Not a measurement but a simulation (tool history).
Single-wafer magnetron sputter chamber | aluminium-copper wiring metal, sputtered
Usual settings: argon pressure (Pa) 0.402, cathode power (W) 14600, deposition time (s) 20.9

run,hour,argon pressure (Pa),cathode power (W),deposition time (s),"read-back reference wafer on the same gauge, thickness_nm",mean film thickness on the monitor wafer (nm)
1,0.0,0.321,14600,20.9,495.935,479.478
2,24.5,0.321,14600,20.9,496.145,478.434
3,44.1,0.402,14600,20.9,496.271,451.912
4,78.3,0.402,14600,20.9,495.757,453.681
5,94.2,0.402,14600,20.9,495.494,450.121
# hour 115.6: sputter target and shields replaced
6,123.7,0.342,14600,20.9,495.124,440.504
7,154.9,0.342,14600,20.9,495.816,437.825
8,168.1,0.402,14600,23.2,496.056,467.617
9,181.7,0.402,14600,20.9,496.544,423.863
10,203.9,0.402,14600,20.9,495.722,416.104
11,232.6,0.402,14600,20.9,495.551,416.566
12,250.5,0.402,14600,20.9,496.541,411.828
13,267.3,0.363,14600,20.9,496.876,421.362
# hour 298.4: sputter target and shields replaced, repeated, since the last time left the tool worse
14,300.3,0.363,14600,20.9,496.581,484.013
# hour 315.3: magnet pack replaced
15,329.9,0.363,14600,20.9,496.323,480.410
16,363.7,0.402,14600,20.9,495.468,466.398
17,391.4,0.402,14600,20.9,496.035,462.063
# hour 400.6: capacitance manometer re-zeroed and calibrated
18,406.3,0.456,17550,17.1,495.405,442.714
19,436.4,0.402,14600,20.9,495.523,455.523
20,471.5,0.402,14600,20.9,495.729,456.822
# hour 496.4: sputter target and shields replaced
21,496.9,0.358,17850,16.9,495.245,479.249
22,525.6,0.402,11150,23.9,496.390,415.616
23,557.0,0.313,17600,17.4,496.144,498.419
24,589.0,0.402,14600,24.1,496.044,544.155
# hour 601.1: gauge calibrated
25,622.8,0.497,11950,22.4,496.309,385.501
26,654.0,0.402,14600,20.9,496.421,458.208
27,678.2,0.402,15650,20.9,495.853,491.955
28,706.5,0.402,12900,19.3,496.267,373.356
# hour 733.5: sputter target and shields replaced
29,763.4,0.338,11500,19.3,496.234,355.775
30,793.1,0.402,13550,17.9,496.433,373.095
31,825.0,0.402,14600,17.4,496.013,385.596
32,840.4,0.338,11500,19.3,496.183,346.102
33,858.0,0.321,14600,20.9,495.993,487.704

5 ways to go on from here, each from the tool as it stands after run 33. What would each give?
A,858.4,0.402,14600,17.1,?,?
B,858.4,0.329,16000,22.9,?,?
C,858.4,0.402,14600,17.3,?,?
D,858.4,0.298,14600,20.9,?,?
E,858.4,0.468,11750,20.9,?,?

run,"read-back reference wafer on the same gauge, thickness_nm",mean film thickness on the monitor wafer (nm)
A,496.312,376.768
B,496.312,575.879
C,496.312,381.175
D,496.312,488.037
E,496.312,357.426
Without the tool's hidden state the same runs would have given:
run,mean film thickness on the monitor wafer (nm)
A,389.199
B,594.879
C,393.751
D,504.139
E,369.219

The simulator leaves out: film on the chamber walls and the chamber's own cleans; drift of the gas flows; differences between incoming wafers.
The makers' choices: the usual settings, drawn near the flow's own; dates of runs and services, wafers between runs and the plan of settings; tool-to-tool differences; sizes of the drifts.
